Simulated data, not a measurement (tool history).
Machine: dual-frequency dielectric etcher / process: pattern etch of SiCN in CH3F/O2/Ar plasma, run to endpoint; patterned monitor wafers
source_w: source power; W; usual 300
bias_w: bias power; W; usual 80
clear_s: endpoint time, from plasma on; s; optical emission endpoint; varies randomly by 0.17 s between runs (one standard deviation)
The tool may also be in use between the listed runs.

run,hour,source_w,bias_w,wafers since the last listed run,hours since the last wet clean,hours since the last source power generator calibration,hours since the last bias power generator calibration,hours since the last upper electrode change,"incoming incoming film thickness, nm",clear_s
1,0.0,300,80,0,0.5,2022.9,2338.0,5335.5,10.46,31.0
2,67.0,300,80,939,67.5,2089.9,2405.0,5402.5,10.43,30.6
3,128.9,300,80,867,129.4,2151.8,2466.9,5464.4,10.38,30.5
4,234.8,300,93,1484,235.3,2257.7,2572.8,5570.3,10.41,28.4
5,340.9,300,93,1487,341.4,2363.8,2678.9,5676.4,10.53,28.4
6,445.2,300,80,1462,445.7,2468.1,2783.2,5780.7,10.37,30.0
7,514.0,300,80,964,514.5,2536.9,2852.0,5849.5,10.28,29.4
8,588.5,350,91,1044,589.0,2611.4,2926.5,5924.0,10.50,26.2
9,653.9,350,91,916,654.4,2676.8,2991.9,5989.4,10.31,25.8
# hour 744.8: bias power generator calibrated
# hour 760.6: wet clean of the chamber
10,761.1,300,87,1225,0.5,2784.0,16.3,6096.6,10.32,29.4
11,794.7,240,80,470,34.1,2817.6,49.9,6130.2,10.30,34.9
12,858.2,300,80,890,97.6,2881.1,113.4,6193.7,10.56,31.4
13,915.3,300,80,800,154.7,2938.2,170.5,6250.8,10.41,30.4
14,1011.8,300,62,1352,251.2,3034.7,267.0,6347.3,10.39,33.8
15,1063.7,300,97,727,303.1,3086.6,318.9,6399.2,10.41,27.8
16,1117.2,300,80,749,356.6,3140.1,372.4,6452.7,10.47,30.2
# hour 1166.5: upper electrode replaced
17,1193.1,300,80,727,432.5,3216.0,448.3,26.6,10.38,30.2
18,1251.5,300,80,818,490.9,3274.4,506.7,85.0,10.41,29.9
19,1353.9,370,74,1435,593.3,3376.8,609.1,187.4,10.44,27.4
20,1414.3,280,89,846,653.7,3437.2,669.5,247.8,10.49,30.1
# hour 1484.3: wet clean of the chamber
21,1516.8,300,80,1100,32.5,3539.7,772.0,350.3,10.31,30.3
22,1602.7,260,80,1204,118.4,3625.6,857.9,436.2,10.42,33.2
23,1700.9,300,80,1376,216.6,3723.8,956.1,534.4,10.34,30.0
24,1740.7,340,95,557,256.4,3763.6,995.9,574.2,10.34,26.2
# hour 1746.0: source power generator calibrated
25,1811.9,230,80,941,327.6,65.9,1067.1,645.4,10.36,35.8
26,1901.6,380,94,1257,417.3,155.6,1156.8,735.1,10.45,24.8
27,2006.7,300,80,1473,522.4,260.7,1261.9,840.2,10.43,30.0
28,2091.3,300,80,1185,607.0,345.3,1346.5,924.8,10.49,30.3
29,2141.8,300,80,707,657.5,395.8,1397.0,975.3,10.41,29.7
30,2196.9,300,68,772,712.6,450.9,1452.1,1030.4,10.54,32.0
# hour 2263.9: wet clean of the chamber
31,2273.0,340,60,730,9.1,527.0,1528.2,1106.5,10.48,32.7
32,2367.7,370,80,1327,103.8,621.7,1622.9,1201.2,10.41,27.3
33,2425.5,370,94,810,161.6,679.5,1680.7,1259.0,10.45,25.5
34,2532.3,270,64,1497,268.4,786.3,1787.5,1365.8,10.46,36.1
35,2587.7,330,97,776,323.8,841.7,1842.9,1421.2,10.54,26.9

Forecast each of these 4 alternatives for the next run:
A,2588.1,300,80,5,324.2,842.1,1843.3,1421.6,10.41,?
B,2588.1,320,99,5,324.2,842.1,1843.3,1421.6,10.41,?
C,2588.1,260,71,5,324.2,842.1,1843.3,1421.6,10.41,?
D,2588.1,240,94,5,324.2,842.1,1843.3,1421.6,10.41,?

run,clear_s
A,29.9
B,26.4
C,34.4
D,32.2
With no hidden state in the tool, these same runs would have given:
run,clear_s
A,30.4
B,26.8
C,35.0
D,32.8
